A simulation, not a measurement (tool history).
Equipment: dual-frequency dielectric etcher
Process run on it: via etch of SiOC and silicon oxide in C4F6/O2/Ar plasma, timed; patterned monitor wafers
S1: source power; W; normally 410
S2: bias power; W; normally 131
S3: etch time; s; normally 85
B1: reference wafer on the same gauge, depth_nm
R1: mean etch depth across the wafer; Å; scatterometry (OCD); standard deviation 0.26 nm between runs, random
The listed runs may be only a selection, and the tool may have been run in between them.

{"run": 1, "hour": 0.0, "S1": 410, "S2": 131, "S3": 85, "B1": 92, "R1": 813}
{"run": 2, "hour": 62.1, "S1": 410, "S2": 131, "S3": 85, "B1": 92, "R1": 816}
{"run": 3, "hour": 102.6, "S1": 410, "S2": 131, "S3": 85, "B1": 92.1, "R1": 823}
{"run": 4, "hour": 172.1, "S1": 410, "S2": 131, "S3": 85, "B1": 92.1, "R1": 825}
{"run": 5, "hour": 233.8, "S1": 410, "S2": 131, "S3": 85, "B1": 91.9, "R1": 824}
{"run": 6, "hour": 292.8, "S1": 410, "S2": 131, "S3": 85, "B1": 91.9, "R1": 830}
{"hour": 369.5, "done": "wet clean of the chamber"}
{"run": 7, "hour": 370.0, "S1": 410, "S2": 131, "S3": 85, "B1": 91.9, "R1": 809}
{"run": 8, "hour": 510.9, "S1": 410, "S2": 119, "S3": 85, "B1": 92.1, "R1": 798}
{"run": 9, "hour": 569.5, "S1": 440, "S2": 162, "S3": 105, "B1": 92, "R1": 1108}
{"hour": 606.0, "done": "upper electrode replaced"}
{"hour": 637.8, "done": "source power generator calibrated"}
{"hour": 688.1, "done": "bias power generator calibrated"}
{"run": 10, "hour": 716.3, "S1": 450, "S2": 151, "S3": 85, "B1": 91.9, "R1": 894}
{"hour": 739.6, "done": "gauge calibrated"}
{"run": 11, "hour": 770.3, "S1": 410, "S2": 120, "S3": 69.5, "B1": 92, "R1": 665}
{"hour": 799.1, "done": "wet clean of the chamber"}
{"run": 12, "hour": 834.4, "S1": 410, "S2": 131, "S3": 85, "B1": 92, "R1": 807}
{"run": 13, "hour": 884.2, "S1": 410, "S2": 131, "S3": 85, "B1": 92, "R1": 807}
{"run": 14, "hour": 913.3, "S1": 410, "S2": 122, "S3": 106.5, "B1": 92, "R1": 989}
{"run": 15, "hour": 975.8, "S1": 360, "S2": 161, "S3": 65, "B1": 92, "R1": 638}
{"run": 16, "hour": 1046.9, "S1": 490, "S2": 162, "S3": 100.5, "B1": 92, "R1": 1093}

Run 17, settings as shown, results not yet in. Your forecast:
{"run": 17, "hour": 1082.1, "S1": 370, "S2": 122, "S3": 85, "B1": "?", "R1": "?"}

Run 17 produced B1 91.9, R1 781 Å.
Minus the tool's unlogged condition, the same run would have read R1 770 Å.
